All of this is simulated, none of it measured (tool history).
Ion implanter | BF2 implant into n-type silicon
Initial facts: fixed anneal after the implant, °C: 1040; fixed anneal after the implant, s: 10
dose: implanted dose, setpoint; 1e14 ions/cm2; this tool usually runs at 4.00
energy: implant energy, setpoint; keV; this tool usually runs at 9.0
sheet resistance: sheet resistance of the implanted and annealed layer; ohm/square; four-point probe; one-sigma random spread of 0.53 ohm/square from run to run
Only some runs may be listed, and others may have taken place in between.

run	hour	dose	energy	read-back reference wafer on the same gauge, sheet resistance	sheet resistance
1	0.0	3.14	7.5	414.91	437.53
2	30.1	3.14	7.5	415.00	440.02
# hour 85.7: gauge calibrated
3	132.8	3.14	7.5	415.27	439.06
4	147.8	4.00	9.0	414.83	359.25
5	178.1	4.00	9.0	415.19	359.42
6	195.8	4.00	9.0	414.75	358.98
7	218.7	4.47	9.0	415.02	336.43
8	253.7	4.47	9.0	414.77	335.69
9	278.8	4.90	10.0	415.09	307.80
10	368.4	4.00	9.0	415.09	361.26
11	393.5	4.00	9.0	414.56	360.21
12	415.4	4.00	9.0	415.17	359.93
13	433.1	4.00	9.0	415.34	361.09
14	464.5	4.00	9.0	415.12	361.75
# hour 469.6: gauge calibrated
15	483.8	4.32	9.0	414.98	344.07
16	518.2	3.14	7.5	415.02	442.79
17	552.2	4.00	9.0	414.69	360.72
18	581.5	3.41	11.0	415.09	386.25
# hour 602.5: Faraday cup replaced and dose calibrated
19	629.3	5.11	9.0	414.84	306.89
# hour 661.0: extraction supply calibrated
20	661.5	4.00	9.0	415.02	355.11
21	693.0	4.41	10.0	415.13	325.10
22	723.6	4.00	10.0	414.71	346.12
23	741.1	4.00	9.0	414.63	355.11
24	757.7	4.00	9.0	415.23	356.00
25	789.9	4.89	10.5	415.12	300.88
26	805.3	4.91	11.5	414.80	292.59
27	834.5	4.43	11.5	415.00	313.28

3 options for the next run, each taken on its own from the tool as it stands now. Forecast them:
A	834.9	4.00	11.5	?	?
B	834.9	4.65	10.5	?	?
C	834.9	3.44	10.5	?	?

run	read-back reference wafer on the same gauge, sheet resistance	sheet resistance
A	414.92	334.52
B	414.92	309.93
C	414.92	378.70
With no hidden state in the tool, these same runs would have given:
run	sheet resistance
A	334.35
B	309.79
C	378.50

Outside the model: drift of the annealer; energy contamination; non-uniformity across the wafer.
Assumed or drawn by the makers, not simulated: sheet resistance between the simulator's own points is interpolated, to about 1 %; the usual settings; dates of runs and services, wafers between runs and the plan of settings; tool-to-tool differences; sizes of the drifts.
